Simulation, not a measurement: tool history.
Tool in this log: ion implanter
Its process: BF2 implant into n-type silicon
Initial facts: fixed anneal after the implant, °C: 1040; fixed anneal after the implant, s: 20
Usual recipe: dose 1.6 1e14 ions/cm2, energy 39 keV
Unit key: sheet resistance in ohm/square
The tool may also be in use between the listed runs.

| run | hour | dose | energy | read-back reference wafer on the same gauge, sheet resistance | sheet resistance |
|---|---|---|---|---|---|
| 1 | 0 | 1.6 | 39 | 662.5 | 651.33 |
| 2 | 47.8 | 1.6 | 39 | 662.91 | 653.48 |
| 3 | 75 | 1.6 | 39 | 661.93 | 654.5 |
| 4 | 118.3 | 1.6 | 39 | 662.37 | 653.94 |
| 5 | 286.3 | 1.6 | 39 | 661.31 | 653.8 |
| 6 | 344.3 | 1.6 | 39 | 662.14 | 653.16 |
| 7 | 384.7 | 1.98 | 39 | 662.29 | 548.87 |
| 8 | 427.1 | 1.98 | 39 | 662.21 | 553.2 |
| 9 | 476.7 | 1.6 | 36 | 661.94 | 665.63 |
| 10 | 547.2 | 1.95 | 39 | 663.78 | 559.52 |
| 11 | 613.1 | 1.95 | 39 | 662.28 | 558.75 |
| 12 | 666.4 | 1.6 | 31 | 663.02 | 682.52 |
| 13 | 702 | 2.02 | 45.5 | 661.72 | 533.81 |
| 14 | 741.8 | 1.6 | 39 | 661.44 | 656.11 |
|  | 837.8 | gauge calibrated |
| 15 | 908.1 | 1.95 | 39 | 662.12 | 561.04 |

The next listed run, before its measurement:
|  | 958.3 | Faraday cup replaced and dose calibrated |
| 16 | 974.8 | 1.6 | 35.5 | ? | ? |

{"run 16": {"read-back reference wafer on the same gauge, sheet resistance": 662.29, "sheet resistance": 644.44}}
Without the tool's hidden state the same run would have given sheet resistance 645.03 ohm/square.
